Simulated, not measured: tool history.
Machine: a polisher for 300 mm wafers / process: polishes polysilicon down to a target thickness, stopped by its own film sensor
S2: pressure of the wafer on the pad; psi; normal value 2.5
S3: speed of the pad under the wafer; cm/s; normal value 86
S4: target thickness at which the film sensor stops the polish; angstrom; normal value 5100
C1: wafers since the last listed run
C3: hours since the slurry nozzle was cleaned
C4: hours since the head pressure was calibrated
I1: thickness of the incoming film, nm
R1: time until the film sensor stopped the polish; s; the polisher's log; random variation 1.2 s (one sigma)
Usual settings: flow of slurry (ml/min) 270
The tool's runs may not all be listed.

run 1 day=0 | flow_of_slurry_(ml/min)=270 S2=2.5 S3=86 S4=5100 | C1=0 wafers_polished_on_this_pad=612 C3=142.3 C4=893.8 | I1=1057.5 | R1=102.2
run 2 day=1.054 | flow_of_slurry_(ml/min)=270 S2=2.5 S3=86 S4=5100 | C1=280 wafers_polished_on_this_pad=892 C3=167.6 C4=919.1 | I1=1056.8 | R1=105.8
-- day=1.771 worn pad replaced by a new one
run 3 day=1.954 | flow_of_slurry_(ml/min)=270 S2=2.5 S3=86 S4=5100 | C1=194 wafers_polished_on_this_pad=48 C3=189.2 C4=940.7 | I1=1082 | R1=105.7
run 4 day=3.404 | flow_of_slurry_(ml/min)=270 S2=2.5 S3=86 S4=5100 | C1=385 wafers_polished_on_this_pad=434 C3=224 C4=975.5 | I1=1068.8 | R1=102.7
run 5 day=4.367 | flow_of_slurry_(ml/min)=270 S2=2.5 S3=86 S4=5100 | C1=255 wafers_polished_on_this_pad=689 C3=247.1 C4=998.6 | I1=1081.9 | R1=110.3
-- day=4.75 head pressure recalibrated
run 6 day=5.088 | flow_of_slurry_(ml/min)=270 S2=2.1 S3=86 S4=5100 | C1=169 wafers_polished_on_this_pad=859 C3=264.4 C4=8.1 | I1=1065.6 | R1=127.5
-- day=5.275 worn pad replaced by a new one
run 7 day=6.475 | flow_of_slurry_(ml/min)=340 S2=2.5 S3=104 S4=5100 | C1=324 wafers_polished_on_this_pad=319 C3=297.7 C4=41.4 | I1=1068.4 | R1=81.9
run 8 day=7.45 | flow_of_slurry_(ml/min)=215 S2=1.8 S3=68 S4=3690 | C1=259 wafers_polished_on_this_pad=578 C3=321.1 C4=64.8 | I1=1069.9 | R1=246.9
-- day=8.825 worn pad replaced by a new one
run 9 day=8.846 | flow_of_slurry_(ml/min)=355 S2=2.5 S3=76 S4=5100 | C1=326 wafers_polished_on_this_pad=5 C3=354.6 C4=98.3 | I1=1058.1 | R1=109.5
run 10 day=9.471 | flow_of_slurry_(ml/min)=205 S2=2.5 S3=94 S4=6230 | C1=166 wafers_polished_on_this_pad=171 C3=369.6 C4=113.3 | I1=1060.1 | R1=78.3
-- day=10.896 slurry nozzle cleaned
run 11 day=10.967 | flow_of_slurry_(ml/min)=340 S2=1.9 S3=106 S4=6640 | C1=386 wafers_polished_on_this_pad=558 C3=1.7 C4=149.2 | I1=1052.9 | R1=71
run 12 day=12.246 | flow_of_slurry_(ml/min)=190 S2=1.6 S3=74 S4=3440 | C1=339 wafers_polished_on_this_pad=897 C3=32.4 C4=179.9 | I1=1068.8 | R1=259.3
-- day=12.854 worn pad replaced by a new one
run 13 day=13.396 | flow_of_slurry_(ml/min)=270 S2=2.5 S3=86 S4=5100 | C1=261 wafers_polished_on_this_pad=144 C3=60 C4=207.5 | I1=1069.5 | R1=97.8
run 14 day=14.033 | flow_of_slurry_(ml/min)=270 S2=3.3 S3=86 S4=5100 | C1=169 wafers_polished_on_this_pad=313 C3=75.3 C4=222.8 | I1=1077.5 | R1=74.9

Measured result minus the same run's result without the hidden state. Both carry the same run-to-run variation, though not necessarily the same gauge scatter:
What the log doesn't record here: removal rate lost through wear of the pad, %; slurry flow missing at the pad, %; deviation of the head's pressure from its setpoint, %.
run=1 R1=+9
run=2 R1=+14
run=3 R1=+7.1
run=4 R1=+9.3
run=5 R1=+13.3
run=6 R1=+19.1
run=7 R1=+5.8
run=8 R1=+31.8
run=9 R1=+7.8
run=10 R1=+9.3
run=11 R1=+3.2
run=12 R1=+28.8
run=13 R1=+2.8
run=14 R1=+3

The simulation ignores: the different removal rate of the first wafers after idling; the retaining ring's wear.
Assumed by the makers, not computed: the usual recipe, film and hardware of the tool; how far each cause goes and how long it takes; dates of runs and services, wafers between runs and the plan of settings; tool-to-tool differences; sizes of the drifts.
